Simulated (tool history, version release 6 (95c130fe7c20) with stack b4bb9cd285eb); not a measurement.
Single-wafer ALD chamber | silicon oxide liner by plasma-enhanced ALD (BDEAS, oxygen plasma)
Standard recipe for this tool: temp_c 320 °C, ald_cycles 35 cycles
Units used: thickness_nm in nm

run	hour	temp_c	ald_cycles	read-back reference wafer on the same gauge, thickness_nm	thickness_nm
1	0	320	35	3.021	3.414
2	17.1	320	35	3.022	3.437
# hour 36.6: gauge calibrated
3	41.7	320	35	2.979	3.387
4	71.7	320	32	2.988	3.1
5	102.1	316	35	2.997	3.431
6	116.8	316	35	2.999	3.421
7	137.6	316	35	3.005	3.44
8	171.4	325	35	3.008	3.379
9	196.6	320	35	3.013	3.427
10	225.2	320	35	3.015	3.417
11	257.4	320	35	3.016	3.417
# hour 267.2: thermocouple changed; heater temperature recalibrated
12	272.1	326	31	3.018	3.008
13	292.9	320	35	3.02	3.429
14	312.1	320	39	3.018	3.834
15	336.8	320	35	3.019	3.434
16	358.2	311	40	3.021	3.993
17	391.9	320	35	3.025	3.427
# hour 394.5: gauge calibrated
18	404.9	324	29	2.988	2.796
19	427	313	29	2.993	2.857
20	462.5	330	29	3.005	2.786
21	481.9	325	28	3.009	2.715
22	517.3	326	35	3.014	3.388

Alternative continuations, all from the tool just after run 22; predict every row:
A	517.7	309	35	?	?
B	517.7	305	41	?	?
C	517.7	311	33	?	?
D	517.7	306	41	?	?
E	517.7	315	33	?	?

run	read-back reference wafer on the same gauge, thickness_nm	thickness_nm
A	3.013	3.481
B	3.013	4.104
C	3.013	3.272
D	3.013	4.098
E	3.013	3.251
Stripped of hidden state, with their random variation kept, the same runs would have yielded:
run	thickness_nm
A	3.442
B	4.058
C	3.235
D	4.052
E	3.214
